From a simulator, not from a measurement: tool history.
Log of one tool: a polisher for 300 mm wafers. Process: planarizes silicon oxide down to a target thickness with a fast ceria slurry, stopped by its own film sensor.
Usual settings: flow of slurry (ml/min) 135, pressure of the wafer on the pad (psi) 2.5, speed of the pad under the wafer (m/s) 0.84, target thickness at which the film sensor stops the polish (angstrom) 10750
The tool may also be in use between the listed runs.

run	hour	flow of slurry (ml/min)	pressure of the wafer on the pad (psi)	speed of the pad under the wafer (m/s)	target thickness at which the film sensor stops the polish (angstrom)	incoming thickness of the incoming film, nm	time until the film sensor stopped the polish (s)
1	0.0	135	2.9	0.84	10750	1814.1	59.3
# hour 9.7: worn pad replaced by a new one
2	79.7	135	2.9	0.84	10750	1801.4	57.6
3	110.2	135	2.5	0.84	10750	1779.9	64.2
4	137.5	135	2.5	0.84	10750	1824.5	66.9
5	151.2	135	2.5	0.84	10750	1797.5	65.2
# hour 165.5: worn pad replaced by a new one
6	183.4	135	2.5	0.84	10750	1805.4	65.2
7	239.0	135	2.5	0.84	10750	1787.3	63.6
8	256.9	135	2.5	0.84	10750	1802.2	65.6
9	287.1	135	2.5	0.84	10750	1804.6	64.9
10	304.0	135	2.5	0.84	10750	1785.0	64.1
# hour 311.5: worn pad replaced by a new one
# hour 340.8: head pressure recalibrated
11	341.3	135	2.5	0.84	10750	1793.8	70.1
12	357.4	135	2.5	0.84	10750	1819.9	72.9
13	379.6	135	2.5	0.84	10750	1787.2	68.7
# hour 390.0: slurry nozzle cleaned
14	395.1	135	2.5	0.84	10750	1791.1	65.9
15	410.0	135	2.5	0.84	10750	1822.0	69.0
16	426.0	135	2.5	0.84	10750	1803.5	66.6
17	454.7	135	3.2	0.60	9790	1768.1	73.1
# hour 472.1: worn pad replaced by a new one
18	472.6	135	2.9	0.84	10750	1826.2	60.1
19	503.2	170	1.6	0.84	8380	1818.3	121.4
20	535.8	165	3.1	0.84	10750	1788.5	51.1
21	553.7	135	2.2	0.68	10750	1784.9	81.5
22	621.8	150	2.0	0.98	9770	1770.5	74.0
23	653.0	135	2.5	0.84	10750	1807.9	66.3
# hour 662.4: worn pad replaced by a new one
24	678.0	100	1.7	0.94	12880	1798.9	62.2
25	693.3	135	3.2	1.10	10750	1809.6	44.6
26	721.7	135	2.2	0.84	8950	1814.1	91.6
27	751.3	135	2.5	0.84	10750	1768.3	62.0
28	782.3	115	2.5	0.84	10750	1792.2	66.8
29	799.4	135	3.2	0.58	10750	1787.6	66.4
# hour 801.8: head pressure recalibrated
30	811.8	100	1.8	0.84	9970	1799.4	109.5
31	824.3	150	3.0	0.84	11560	1806.8	53.1
# hour 846.9: worn pad replaced by a new one
32	856.2	100	2.5	1.02	9740	1804.6	74.4

Forecast each of these 5 alternatives for the next run:
A	856.6	135	2.5	0.84	12530	1793.4	?
B	856.6	135	1.7	1.12	10750	1793.4	?
C	856.6	135	2.5	0.68	9930	1793.4	?
D	856.6	135	2.5	0.62	10750	1793.4	?
E	856.6	145	3.1	1.12	10750	1793.4	?

run	time until the film sensor stopped the polish (s)
A	52.1
B	76.8
C	89.0
D	84.8
E	46.1
Without the tool's hidden state the same runs would have given:
run	time until the film sensor stopped the polish (s)
A	50.7
B	74.8
C	86.7
D	82.6
E	45.0
